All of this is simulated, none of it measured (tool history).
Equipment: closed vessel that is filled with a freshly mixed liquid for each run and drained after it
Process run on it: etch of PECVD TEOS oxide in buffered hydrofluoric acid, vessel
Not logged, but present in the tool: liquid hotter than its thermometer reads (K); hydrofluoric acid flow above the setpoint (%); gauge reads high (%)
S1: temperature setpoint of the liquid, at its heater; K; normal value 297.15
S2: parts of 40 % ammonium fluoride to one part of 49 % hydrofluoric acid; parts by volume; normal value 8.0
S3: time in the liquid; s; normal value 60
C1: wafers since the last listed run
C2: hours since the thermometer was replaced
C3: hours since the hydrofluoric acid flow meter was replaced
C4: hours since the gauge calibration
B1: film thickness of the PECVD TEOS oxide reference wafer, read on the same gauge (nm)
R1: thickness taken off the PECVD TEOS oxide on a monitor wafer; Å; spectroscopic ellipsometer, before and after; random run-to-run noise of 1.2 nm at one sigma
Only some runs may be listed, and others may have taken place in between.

{"run": 1, "day": 0.0, "S1": 297.15, "S2": 8.0, "S3": 60, "C1": 0, "C2": 2155.2, "C3": 977.9, "C4": 192.8, "B1": 120.0, "R1": 3568.5}
{"run": 2, "day": 0.308, "S1": 295.15, "S2": 8.0, "S3": 60, "C1": 744, "C2": 2162.6, "C3": 985.3, "C4": 200.2, "B1": 120.01, "R1": 3214.8}
{"run": 3, "day": 0.933, "S1": 297.15, "S2": 8.0, "S3": 60, "C1": 1508, "C2": 2177.6, "C3": 1000.3, "C4": 215.2, "B1": 120.04, "R1": 3562.8}
{"run": 4, "day": 2.921, "S1": 297.15, "S2": 8.0, "S3": 60, "C1": 4796, "C2": 2225.3, "C3": 1048.0, "C4": 262.9, "B1": 119.96, "R1": 3598.1}
{"run": 5, "day": 3.442, "S1": 297.15, "S2": 8.0, "S3": 60, "C1": 1256, "C2": 2237.8, "C3": 1060.5, "C4": 275.4, "B1": 119.99, "R1": 3597.9}
{"run": 6, "day": 3.775, "S1": 297.15, "S2": 8.0, "S3": 40, "C1": 804, "C2": 2245.8, "C3": 1068.5, "C4": 283.4, "B1": 119.98, "R1": 2402.5}
{"run": 7, "day": 4.275, "S1": 297.15, "S2": 8.0, "S3": 40, "C1": 1206, "C2": 2257.8, "C3": 1080.5, "C4": 295.4, "B1": 119.99, "R1": 2415.7}
{"day": 4.65, "done": "hydrofluoric acid flow meter replaced"}
{"run": 8, "day": 4.762, "S1": 297.15, "S2": 8.0, "S3": 40, "C1": 1075, "C2": 2269.5, "C3": 2.7, "C4": 307.1, "B1": 119.99, "R1": 2153.0}
{"run": 9, "day": 5.404, "S1": 297.15, "S2": 8.0, "S3": 60, "C1": 1548, "C2": 2284.9, "C3": 18.1, "C4": 322.5, "B1": 120.0, "R1": 3255.8}
{"run": 10, "day": 7.388, "S1": 297.15, "S2": 8.0, "S3": 60, "C1": 4786, "C2": 2332.5, "C3": 65.7, "C4": 370.1, "B1": 119.99, "R1": 3272.3}
{"run": 11, "day": 8.117, "S1": 297.15, "S2": 8.0, "S3": 60, "C1": 1759, "C2": 2350.0, "C3": 83.2, "C4": 387.6, "B1": 120.02, "R1": 3312.5}
{"run": 12, "day": 8.675, "S1": 297.15, "S2": 8.0, "S3": 60, "C1": 1347, "C2": 2363.4, "C3": 96.6, "C4": 401.0, "B1": 119.98, "R1": 3276.5}
{"day": 9.233, "done": "gauge calibrated"}
{"day": 9.254, "done": "thermometer replaced"}
{"run": 13, "day": 9.292, "S1": 299.15, "S2": 8.0, "S3": 30, "C1": 1387, "C2": 0.9, "C3": 111.4, "C4": 1.4, "B1": 120.0, "R1": 1630.7}
{"run": 14, "day": 9.542, "S1": 294.15, "S2": 8.0, "S3": 60, "C1": 603, "C2": 6.9, "C3": 117.4, "C4": 7.4, "B1": 119.97, "R1": 2481.8}
{"run": 15, "day": 9.992, "S1": 299.65, "S2": 10.0, "S3": 60, "C1": 1086, "C2": 17.7, "C3": 128.2, "C4": 18.2, "B1": 120.0, "R1": 2719.0}
{"run": 16, "day": 10.438, "S1": 297.15, "S2": 8.0, "S3": 60, "C1": 1075, "C2": 28.4, "C3": 138.9, "C4": 28.9, "B1": 120.01, "R1": 2930.3}
{"run": 17, "day": 11.683, "S1": 294.65, "S2": 7.0, "S3": 60, "C1": 3006, "C2": 58.3, "C3": 168.8, "C4": 58.8, "B1": 120.02, "R1": 2937.4}
{"run": 18, "day": 12.038, "S1": 294.15, "S2": 8.0, "S3": 60, "C1": 854, "C2": 66.8, "C3": 177.3, "C4": 67.3, "B1": 119.98, "R1": 2479.4}
{"run": 19, "day": 12.525, "S1": 297.15, "S2": 8.0, "S3": 60, "C1": 1176, "C2": 78.5, "C3": 189.0, "C4": 79.0, "B1": 120.0, "R1": 2953.3}
{"run": 20, "day": 13.125, "S1": 295.15, "S2": 7.0, "S3": 95, "C1": 1448, "C2": 92.9, "C3": 203.4, "C4": 93.4, "B1": 119.97, "R1": 4807.2}
{"run": 21, "day": 13.479, "S1": 292.65, "S2": 5.0, "S3": 35, "C1": 854, "C2": 101.4, "C3": 211.9, "C4": 101.9, "B1": 119.97, "R1": 2072.0}
{"run": 22, "day": 13.788, "S1": 292.65, "S2": 10.5, "S3": 85, "C1": 744, "C2": 108.8, "C3": 219.3, "C4": 109.3, "B1": 119.98, "R1": 2594.6}
{"run": 23, "day": 14.233, "S1": 297.15, "S2": 8.0, "S3": 60, "C1": 1075, "C2": 119.5, "C3": 230.0, "C4": 120.0, "B1": 120.03, "R1": 2971.3}
{"run": 24, "day": 14.604, "S1": 301.15, "S2": 10.0, "S3": 60, "C1": 894, "C2": 128.4, "C3": 238.9, "C4": 128.9, "B1": 120.0, "R1": 2982.3}
{"run": 25, "day": 15.012, "S1": 297.15, "S2": 8.0, "S3": 60, "C1": 985, "C2": 138.2, "C3": 248.7, "C4": 138.7, "B1": 119.99, "R1": 2985.4}

Forecast each of these 5 alternatives for the next run:
{"run": "A", "day": 15.042, "S1": 297.15, "S2": 8.0, "S3": 85, "C1": 70, "C2": 138.9, "C3": 249.4, "C4": 139.4, "B1": "?", "R1": "?"}
{"run": "B", "day": 15.042, "S1": 294.65, "S2": 10.0, "S3": 30, "C1": 70, "C2": 138.9, "C3": 249.4, "C4": 139.4, "B1": "?", "R1": "?"}
{"run": "C", "day": 15.042, "S1": 294.15, "S2": 9.0, "S3": 30, "C1": 70, "C2": 138.9, "C3": 249.4, "C4": 139.4, "B1": "?", "R1": "?"}
{"run": "D", "day": 15.042, "S1": 297.15, "S2": 8.0, "S3": 30, "C1": 70, "C2": 138.9, "C3": 249.4, "C4": 139.4, "B1": "?", "R1": "?"}
{"run": "E", "day": 15.042, "S1": 292.65, "S2": 9.5, "S3": 95, "C1": 70, "C2": 138.9, "C3": 249.4, "C4": 139.4, "B1": "?", "R1": "?"}

run=A B1=120.02 R1=4222.1
run=B B1=120.02 R1=1054.6
run=C B1=120.02 R1=1112.9
run=D B1=120.02 R1=1490.2
run=E B1=120.02 R1=3086.5
Without the tool's hidden state the same runs would have given:
run=A R1=3932.4
run=B R1=996.4
run=C R1=1035.5
run=D R1=1387.9
run=E R1=2914.8
